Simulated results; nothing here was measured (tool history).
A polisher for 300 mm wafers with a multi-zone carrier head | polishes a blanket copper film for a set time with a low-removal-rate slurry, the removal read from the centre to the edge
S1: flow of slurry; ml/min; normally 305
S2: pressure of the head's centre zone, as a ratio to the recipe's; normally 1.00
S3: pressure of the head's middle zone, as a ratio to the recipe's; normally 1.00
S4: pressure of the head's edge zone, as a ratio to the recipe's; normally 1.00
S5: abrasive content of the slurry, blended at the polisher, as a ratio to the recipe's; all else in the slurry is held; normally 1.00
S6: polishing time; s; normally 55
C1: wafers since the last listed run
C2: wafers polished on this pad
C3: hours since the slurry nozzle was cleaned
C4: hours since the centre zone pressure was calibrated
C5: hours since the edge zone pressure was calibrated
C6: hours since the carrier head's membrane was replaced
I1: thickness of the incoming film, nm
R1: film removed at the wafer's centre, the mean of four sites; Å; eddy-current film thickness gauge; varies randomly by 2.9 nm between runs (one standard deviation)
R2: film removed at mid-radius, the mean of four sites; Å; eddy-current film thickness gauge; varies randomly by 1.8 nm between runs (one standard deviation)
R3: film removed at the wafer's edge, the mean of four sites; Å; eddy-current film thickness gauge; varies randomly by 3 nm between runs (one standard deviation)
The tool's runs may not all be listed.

run	hour	S1	S2	S3	S4	S5	S6	C1	C2	C3	C4	C5	C6	I1	R1	R2	R3
1	0.0	305	1.00	1.00	1.00	1.00	55	0	2647	727.4	250.3	801.9	1682.5	1309.3	1779	1740	1812
# hour 84.6: carrier head's membrane replaced by a new one
# hour 108.4: worn pad replaced by a new one
2	113.8	230	1.00	1.00	0.94	0.90	66	977	50	841.2	364.1	915.7	29.2	1289.4	2188	2262	2168
# hour 161.4: slurry nozzle cleaned
3	171.2	265	0.97	1.00	1.00	1.00	55	525	576	9.8	421.5	973.1	86.6	1298.9	1822	1829	1920
4	229.7	305	1.00	1.00	1.00	1.00	63	545	1121	68.3	480.0	1031.6	145.1	1266.9	2114	2083	2073
5	289.7	265	1.03	1.00	1.00	1.00	40	559	1681	128.3	540.0	1091.6	205.1	1278.3	1338	1284	1316
6	315.5	305	1.00	0.91	1.00	1.00	55	240	1922	154.1	565.8	1117.4	230.9	1293.2	1800	1644	1783
7	383.3	305	1.00	1.00	1.00	1.00	42	632	2554	221.9	633.6	1185.2	298.7	1265.0	1349	1344	1341
8	409.2	305	1.00	1.00	1.00	1.00	55	241	2795	247.8	659.5	1211.1	324.6	1289.4	1772	1703	1739
9	444.5	380	1.04	1.00	1.04	0.80	55	329	3125	283.1	694.8	1246.4	359.9	1302.4	1692	1667	1726
10	473.9	305	1.00	1.06	1.00	1.00	68	274	3399	312.5	724.2	1275.8	389.3	1297.0	2159	2243	2167
# hour 486.7: centre zone pressure recalibrated
11	507.0	305	1.00	1.00	1.00	1.00	55	290	3689	345.6	20.3	1308.9	422.4	1293.1	1735	1754	1776
# hour 555.1: edge zone pressure recalibrated
12	589.6	305	1.00	1.00	1.00	1.00	61	751	4440	428.2	102.9	34.5	505.0	1259.0	1914	1886	1932
13	617.9	305	1.00	1.00	1.00	1.00	55	263	4704	456.5	131.2	62.8	533.3	1278.9	1720	1687	1688
# hour 623.3: worn pad replaced by a new one
14	648.8	260	1.08	1.05	1.00	0.90	55	250	237	487.4	162.1	93.7	564.2	1265.4	2002	1942	1863
15	682.0	305	1.00	1.00	1.00	1.00	55	309	546	520.6	195.3	126.9	597.4	1285.3	1884	1886	1904
16	724.0	365	0.90	1.00	0.89	1.00	71	391	938	562.6	237.3	168.9	639.4	1274.2	2156	2407	2301
17	768.4	305	1.00	0.89	1.00	0.80	48	414	1352	607.0	281.7	213.3	683.8	1274.7	1506	1372	1540
18	824.1	305	1.00	1.00	1.00	1.00	55	519	1872	662.7	337.4	269.0	739.5	1267.9	1821	1778	1832
19	951.8	305	1.00	1.00	1.00	1.00	55	1190	3062	790.4	465.1	396.7	867.2	1272.1	1761	1762	1765
# hour 1016.5: slurry nozzle cleaned
20	1018.2	305	1.00	1.00	1.00	1.00	55	609	3672	1.7	531.5	463.1	933.6	1269.8	1733	1719	1752

What will run 21 give?
21	1062.7	305	1.00	1.00	1.00	1.25	55	414	4087	46.2	576.0	507.6	978.1	1278.6	?	?	?

For run 21 the tool returned R1 1817 Å, R2 1799 Å, R3 1830 Å.
Minus the tool's unlogged condition, the same run would have read R1 2080 Å, R2 2060 Å, R3 2095 Å.

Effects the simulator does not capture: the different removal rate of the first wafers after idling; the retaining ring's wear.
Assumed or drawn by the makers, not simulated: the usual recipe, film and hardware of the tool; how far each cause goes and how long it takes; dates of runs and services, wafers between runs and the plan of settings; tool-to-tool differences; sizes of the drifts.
